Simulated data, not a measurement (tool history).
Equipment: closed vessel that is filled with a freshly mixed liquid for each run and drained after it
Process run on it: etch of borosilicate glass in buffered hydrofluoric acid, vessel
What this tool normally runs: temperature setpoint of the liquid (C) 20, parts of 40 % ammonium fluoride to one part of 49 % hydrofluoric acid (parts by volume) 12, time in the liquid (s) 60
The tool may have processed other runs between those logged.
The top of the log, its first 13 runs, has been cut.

| run | hour | temperature setpoint of the liquid (C) | parts of 40 % ammonium fluoride to one part of 49 % hydrofluoric acid (parts by volume) | time in the liquid (s) | wafers since the last listed run | hours since the thermometer was replaced | hours since the hydrofluoric acid flow meter was replaced | hours since the gauge calibration | read-back film thickness of the borosilicate glass reference wafer, read on the same gauge (nm) | thickness taken off the borosilicate glass on a monitor wafer (Å) |
|---|---|---|---|---|---|---|---|---|---|---|
| 14 | 648.5 | 20 | 14 | 85 | 2262 | 2955.4 | 230.7 | 1608.5 | 129.97 | 599.5 |
| 15 | 689.8 | 17.5 | 10 | 50 | 2857 | 2996.7 | 272 | 1649.8 | 129.99 | 430.3 |
| 16 | 733.6 | 17 | 8.5 | 70 | 3030 | 3040.5 | 315.8 | 1693.6 | 129.97 | 674.3 |
| 17 | 779.9 | 17 | 12 | 60 | 3203 | 3086.8 | 362.1 | 1739.9 | 129.99 | 425.8 |
| 18 | 815.2 | 18 | 7.5 | 60 | 2442 | 3122.1 | 397.4 | 1775.2 | 130 | 705.5 |
|  | 827.7 | thermometer replaced |
| 19 | 867.2 | 20 | 12 | 60 | 3528 | 39.5 | 449.4 | 1827.2 | 130 | 499.2 |
| 20 | 932 | 17.5 | 7 | 80 | 4483 | 104.3 | 514.2 | 1892 | 129.94 | 983.9 |
| 21 | 958.4 | 20 | 10.5 | 60 | 1826 | 130.7 | 540.6 | 1918.4 | 129.99 | 565.8 |
| 22 | 1008.9 | 17 | 9 | 30 | 3493 | 181.2 | 591.1 | 1968.9 | 130.04 | 271.1 |
| 23 | 1048.2 | 17 | 9 | 45 | 2719 | 220.5 | 630.4 | 2008.2 | 130.01 | 406.8 |
| 24 | 1082.8 | 20 | 12 | 85 | 2393 | 255.1 | 665 | 2042.8 | 130.01 | 711.2 |
| 25 | 1131.2 | 17 | 9 | 30 | 3348 | 303.5 | 713.4 | 2091.2 | 130.02 | 273.4 |
|  | 1131.5 | gauge calibrated |
| 26 | 1183.1 | 21.5 | 12 | 60 | 3590 | 355.4 | 765.3 | 51.6 | 129.93 | 544.6 |
| 27 | 1214.6 | 22.5 | 12 | 30 | 2179 | 386.9 | 796.8 | 83.1 | 129.98 | 286.7 |
| 28 | 1278.3 | 21.5 | 8 | 60 | 4407 | 450.6 | 860.5 | 146.8 | 130 | 800.6 |
| 29 | 1341.1 | 20 | 12 | 60 | 4344 | 513.4 | 923.3 | 209.6 | 130 | 503.1 |
| 30 | 1382.6 | 20 | 12 | 60 | 2871 | 554.9 | 964.8 | 251.1 | 129.98 | 507 |
| 31 | 1451.8 | 20 | 13.5 | 60 | 4787 | 624.1 | 1034 | 320.3 | 129.99 | 445.7 |
| 32 | 1485.8 | 20 | 12 | 60 | 2352 | 658.1 | 1068 | 354.3 | 130.03 | 507.3 |
| 33 | 1648 | 20 | 16 | 30 | 11221 | 820.3 | 1230.2 | 516.5 | 130 | 191.7 |

Alternative continuations, all from the tool just after run 33; predict every row:
| A | 1648.7 | 20 | 12 | 90 | 48 | 821 | 1230.9 | 517.2 | ? | ? |
| B | 1648.7 | 24.5 | 15.5 | 60 | 48 | 821 | 1230.9 | 517.2 | ? | ? |
| C | 1648.7 | 24 | 12 | 85 | 48 | 821 | 1230.9 | 517.2 | ? | ? |

| run | read-back film thickness of the borosilicate glass reference wafer, read on the same gauge (nm) | thickness taken off the borosilicate glass on a monitor wafer (Å) |
|---|---|---|
| A | 129.97 | 762.9 |
| B | 129.97 | 503.8 |
| C | 129.97 | 894.9 |
With the hidden condition removed and each run's random variation left untouched, the same runs would have given:
| run | thickness taken off the borosilicate glass on a monitor wafer (Å) |
|---|---|
| A | 739.4 |
| B | 488.3 |
| C | 867.4 |
